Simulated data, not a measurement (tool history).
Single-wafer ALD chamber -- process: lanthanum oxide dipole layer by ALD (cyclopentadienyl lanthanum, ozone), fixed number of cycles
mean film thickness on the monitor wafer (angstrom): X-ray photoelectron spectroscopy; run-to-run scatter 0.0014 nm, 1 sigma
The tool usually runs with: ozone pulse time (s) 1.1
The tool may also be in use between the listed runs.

run    hour  ozone pulse time (s)  read-back reference wafer on the same gauge, thickness_nm  mean film thickness on the monitor wafer (angstrom)
  1       0                  1.43                                                      0.535                                                 5.37
  2    42.7                  1.43                                                      0.535                                                 5.37
  3   128.4                  1.43                                                      0.535                                                 5.35
  4   224.1                   1.1                                                      0.535                                                    5
  5   314.7                   1.1                                                      0.535                                                    5
  6   374.1                   1.1                                                      0.535                                                 4.99
  7   428.2                   1.1                                                      0.535                                                 4.98
      484.3  -- thermocouple changed; heater temperature recalibrated
  8     532                   1.1                                                      0.535                                                 4.99
  9   586.5                   1.1                                                      0.535                                                 4.97
 10   692.7                   1.1                                                      0.535                                                 4.96
 11   745.1                   1.1                                                      0.535                                                 4.98
      842.5  -- ozone generator serviced
 12   845.4                   1.1                                                      0.535                                                 5.15
      895.4  -- showerhead replaced
 13   946.7                   1.1                                                      0.535                                                 5.16
 14    1002                   1.1                                                      0.535                                                 5.11
 15  1072.5                  1.51                                                      0.535                                                 5.46
 16  1138.2                  0.69                                                      0.535                                                 4.28
 17  1219.3                  0.77                                                      0.535                                                 4.47
 18  1265.9                  0.82                                                      0.535                                                 4.56
     1277.7  -- gauge calibrated
     1296.5  -- thermocouple changed; heater temperature recalibrated
 19  1327.5                  1.24                                                      0.535                                                 5.22
 20  1396.8                  1.47                                                      0.535                                                 5.43
 21  1460.8                  1.48                                                      0.535                                                 5.43

Run 22, settings as shown, results not yet in. Your forecast:
 22  1546.5                  1.34                                                          ?                                                    ?

Logged for run 22: read-back reference wafer on the same gauge, thickness_nm 0.535, mean film thickness on the monitor wafer (angstrom) 5.28.
Were there no unlogged condition in the tool, this run, its random variation unchanged, would have produced mean film thickness on the monitor wafer (angstrom) 5.38.
